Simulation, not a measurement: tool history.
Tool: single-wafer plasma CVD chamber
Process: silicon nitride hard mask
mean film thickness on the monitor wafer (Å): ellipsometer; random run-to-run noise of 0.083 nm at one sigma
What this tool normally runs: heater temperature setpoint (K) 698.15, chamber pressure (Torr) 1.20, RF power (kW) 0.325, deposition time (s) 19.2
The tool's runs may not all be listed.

run,day,heater temperature setpoint (K),chamber pressure (Torr),RF power (kW),deposition time (s),"read-back reference wafer on the same gauge, thickness_nm",mean film thickness on the monitor wafer (Å)
1,0.000,708.15,1.20,0.325,16.9,21.883,170.79
2,1.812,708.15,1.20,0.325,16.9,21.901,170.14
3,4.617,708.15,1.20,0.325,16.9,21.938,168.56
4,5.704,698.15,1.20,0.325,20.2,21.879,204.70
5,7.275,698.15,1.20,0.325,20.2,21.854,204.12
6,10.262,698.15,1.20,0.325,20.2,21.916,204.61
7,11.758,698.15,1.20,0.325,19.2,21.891,194.33
8,14.083,698.15,1.20,0.325,19.2,21.914,193.62
9,15.821,698.15,1.20,0.325,19.2,21.912,194.45
10,18.333,698.15,1.05,0.325,19.2,21.921,185.41
11,20.067,698.15,1.20,0.325,19.2,21.836,193.82
12,22.471,698.15,1.20,0.325,19.2,21.902,195.39
13,24.883,698.15,1.20,0.325,20.2,21.913,203.95
14,26.179,684.15,1.44,0.325,19.2,21.882,204.45
15,29.133,707.15,0.97,0.325,19.2,21.908,180.32
16,31.696,698.15,1.48,0.325,22.3,21.918,238.60
17,33.783,712.15,1.20,0.325,19.2,21.936,199.61
18,35.367,698.15,1.20,0.305,20.2,21.884,203.04
19,37.796,698.15,0.95,0.350,19.2,21.836,194.27
20,39.633,698.15,0.97,0.350,19.2,21.836,193.09
21,40.954,706.15,1.38,0.325,19.2,21.905,206.20
22,43.225,710.15,1.20,0.280,17.4,21.892,167.10

The log once held 5 entries between its listed runs, left out of this copy. Where does each go, and what is different about the tool's unlogged condition between the listed run before it and the listed run after it?
After run 7, before run 8: thermocouple changed; heater temperature recalibrated (day 14.062)
  delivered RF power above the setpoint (%): -7.87 -> -7.94
  the result without the hidden state subtracted from the measured one, mean film thickness on the monitor wafer (Å): -7.58 -> -7.63
After run 15, before run 16: capacitance manometer re-zeroed and calibrated (day 30.667)
  delivered RF power above the setpoint (%): -8.3 -> -8.34
  the result without the hidden state subtracted from the measured one, mean film thickness on the monitor wafer (Å): -7.43 -> -9.89
After run 16, before run 17: gauge calibrated (day 31.696); RF generator calibrated (day 32.562); showerhead replaced (day 33.762)
  delivered RF power above the setpoint (%): -8.34 -> -0.872
  the result without the hidden state subtracted from the measured one, mean film thickness on the monitor wafer (Å): -9.89 -> -0.83
